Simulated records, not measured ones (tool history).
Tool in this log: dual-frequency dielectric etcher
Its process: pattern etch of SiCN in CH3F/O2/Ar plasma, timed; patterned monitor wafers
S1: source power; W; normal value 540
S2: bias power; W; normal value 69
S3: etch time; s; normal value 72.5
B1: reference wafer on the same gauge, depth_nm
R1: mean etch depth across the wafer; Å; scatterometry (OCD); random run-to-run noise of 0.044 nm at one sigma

| run | hour | S1 | S2 | S3 | B1 | R1 |
|---|---|---|---|---|---|---|
| 1 | 0.0 | 540 | 69 | 72.5 | 25.20 | 296.0 |
| 2 | 13.7 | 540 | 75 | 72.5 | 25.22 | 303.7 |
| 3 | 29.0 | 540 | 69 | 72.5 | 25.20 | 296.1 |
| 4 | 46.3 | 540 | 74 | 72.5 | 25.20 | 303.1 |
| 5 | 61.9 | 540 | 73 | 72.5 | 25.20 | 301.2 |
| 6 | 74.8 | 500 | 69 | 72.5 | 25.20 | 285.4 |
| 7 | 89.2 | 500 | 69 | 72.5 | 25.20 | 284.4 |
| 8 | 97.5 | 500 | 69 | 72.5 | 25.20 | 284.6 |
| 9 | 115.4 | 540 | 69 | 82.5 | 25.19 | 337.1 |
| 10 | 128.5 | 540 | 85 | 65.0 | 25.19 | 281.7 |
|  | 157.4 | wet clean of the chamber |
| 11 | 157.9 | 480 | 54 | 57.5 | 25.18 | 209.2 |
| 12 | 158.2 | 680 | 65 | 84.0 | 25.19 | 384.0 |
| 13 | 167.2 | 540 | 69 | 87.5 | 25.19 | 362.9 |
| 14 | 178.4 | 540 | 69 | 72.5 | 25.20 | 300.6 |
| 15 | 191.4 | 610 | 79 | 63.0 | 25.22 | 288.3 |
| 16 | 206.0 | 540 | 69 | 72.5 | 25.21 | 301.3 |
| 17 | 223.6 | 540 | 69 | 81.5 | 25.20 | 337.4 |
|  | 227.9 | source power generator calibrated |
| 18 | 239.2 | 540 | 69 | 72.5 | 25.21 | 293.6 |
|  | 273.0 | upper electrode replaced |
| 19 | 273.5 | 540 | 81 | 72.5 | 25.20 | 307.5 |
| 20 | 273.8 | 540 | 76 | 88.0 | 25.20 | 366.0 |
| 21 | 274.2 | 460 | 74 | 78.0 | 25.21 | 295.8 |
| 22 | 283.3 | 540 | 69 | 72.5 | 25.20 | 293.8 |
|  | 286.3 | gauge calibrated |
|  | 296.3 | bias power generator calibrated |
| 23 | 299.9 | 600 | 75 | 72.5 | 25.20 | 316.3 |
| 24 | 306.6 | 620 | 69 | 91.5 | 25.18 | 397.3 |
| 25 | 320.4 | 620 | 83 | 83.0 | 25.20 | 379.3 |
| 26 | 332.4 | 640 | 69 | 57.0 | 25.19 | 250.8 |
| 27 | 341.8 | 460 | 74 | 80.0 | 25.20 | 303.5 |
| 28 | 378.3 | 590 | 81 | 81.5 | 25.20 | 361.1 |
| 29 | 412.8 | 480 | 74 | 72.5 | 25.20 | 280.7 |

Below, some changes in R1 between adjacent runs. For each, the amount present without the hidden state too (settings, incoming material, random variation) and the amount remaining for the hidden state with gauge scatter not shared by both compared results:
The tool's hidden condition here consists of: etch rate over this chamber's usual, %; source power that arrives over what is set, %; bias power that arrives over what is set, %; gauge reads high (%).
Run 11 -> 12: S1 480 -> 680, S2 54 -> 65, S3 57.5 -> 84.0. R1 +174.8 Å: hidden state +3.8, all else +171.0.
Run 17 -> 18: S3 81.5 -> 72.5, source power generator calibrated. R1 -43.8 Å: hidden state -7.8, all else -36.0.
Run 25 -> 26: S1 620 -> 640, S2 83 -> 69, S3 83.0 -> 57.0. R1 -128.5 Å: hidden state +0.5, all else -129.0.
